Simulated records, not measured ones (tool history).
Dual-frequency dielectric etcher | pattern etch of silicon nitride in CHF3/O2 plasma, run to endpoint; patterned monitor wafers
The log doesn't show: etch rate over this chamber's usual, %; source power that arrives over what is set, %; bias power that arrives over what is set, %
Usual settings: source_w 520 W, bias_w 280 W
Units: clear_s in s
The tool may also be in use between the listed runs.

run,hour,source_w,bias_w,wafers since the last listed run,hours since the last wet clean,hours since the last source power generator calibration,hours since the last bias power generator calibration,hours since the last upper electrode change,"incoming incoming film thickness, nm",clear_s
1,0,520,280,0,309.8,1356.9,1195.6,2018.9,94.1,51.4
2,45.7,520,260,727,355.5,1402.6,1241.3,2064.6,94.5,53.4
3,109.3,520,260,1012,419.1,1466.2,1304.9,2128.2,94,53.2
# hour 143: wet clean of the chamber
4,143.5,520,260,162,0.5,1500.4,1339.1,2162.4,94.3,55
5,179.7,620,231,576,36.7,1536.6,1375.3,2198.6,94,52.7
6,222.7,620,231,684,79.7,1579.6,1418.3,2241.6,94.4,52.6
7,263.7,600,280,652,120.7,1620.6,1459.3,2282.6,94.2,48.9
8,301.3,470,332,598,158.3,1658.2,1496.9,2320.2,94.4,52
9,358.1,470,332,904,215.1,1715,1553.7,2377,93.9,51.4
10,384.6,470,332,421,241.6,1741.5,1580.2,2403.5,93.9,51.3
11,425.1,450,280,644,282.1,1782,1620.7,2444,94.2,57
12,490.8,520,280,1045,347.8,1847.7,1686.4,2509.7,94.3,51.6
13,626.3,520,280,2156,483.3,1983.2,1821.9,2645.2,93.6,50.8
# hour 681.5: wet clean of the chamber
14,685.8,520,280,565,4.3,2042.7,1881.4,2704.7,92.6,53.1
15,729,520,280,687,47.5,2085.9,1924.6,2747.9,93.5,53.4
16,761,520,280,509,79.5,2117.9,1956.6,2779.9,94.7,53.8
17,826.4,580,260,1040,144.9,2183.3,2022,2845.3,94.2,51.8
# hour 843.8: source power generator calibrated
18,888.8,520,280,929,207.3,45,2084.4,2907.7,95,52.3
# hour 900.4: bias power generator calibrated
# hour 946.7: upper electrode replaced
19,947.2,620,232,483,265.7,103.4,46.8,0.5,94.9,51
20,978.1,410,280,491,296.6,134.3,77.7,31.4,93.9,59.1
21,1029.6,520,345,819,348.1,185.8,129.2,82.9,95.1,46.9
22,1098.3,490,216,1093,416.8,254.5,197.9,151.6,94.6,59.1
23,1154.3,520,305,891,472.8,310.5,253.9,207.6,94.3,48.4
24,1223.8,520,260,1106,542.3,380,323.4,277.1,93.6,51.3
# hour 1260.2: wet clean of the chamber
25,1285.1,610,280,593,24.9,441.3,384.7,338.4,93.4,48
26,1339.7,460,337,869,79.5,495.9,439.3,393,94.7,52
27,1400,550,304,959,139.8,556.2,499.6,453.3,94,48.7
28,1468.1,460,213,1083,207.9,624.3,567.7,521.4,94.9,64.2
29,1521,450,280,841,260.8,677.2,620.6,574.3,93.8,56.3
30,1569.2,650,329,767,309,725.4,668.8,622.5,94.7,42.6
31,1620.6,650,280,818,360.4,776.8,720.2,673.9,95.1,45.7
32,1646.4,520,280,410,386.2,802.6,746,699.7,94.6,51.6
33,1726.8,490,249,1279,466.6,883,826.4,780.1,94,55.4

Forecast each of these 4 alternatives for the next run:
A,1727.2,560,280,6,467,883.4,826.8,780.5,94.1,?
B,1727.2,470,327,6,467,883.4,826.8,780.5,94.1,?
C,1727.2,390,307,6,467,883.4,826.8,780.5,94.1,?
D,1727.2,570,298,6,467,883.4,826.8,780.5,94.1,?

run,clear_s
A,48.6
B,50.2
C,58.7
D,46.7
Without the tool's hidden state the same runs would have given:
run,clear_s
A,50.6
B,52.3
C,61.2
D,48.7
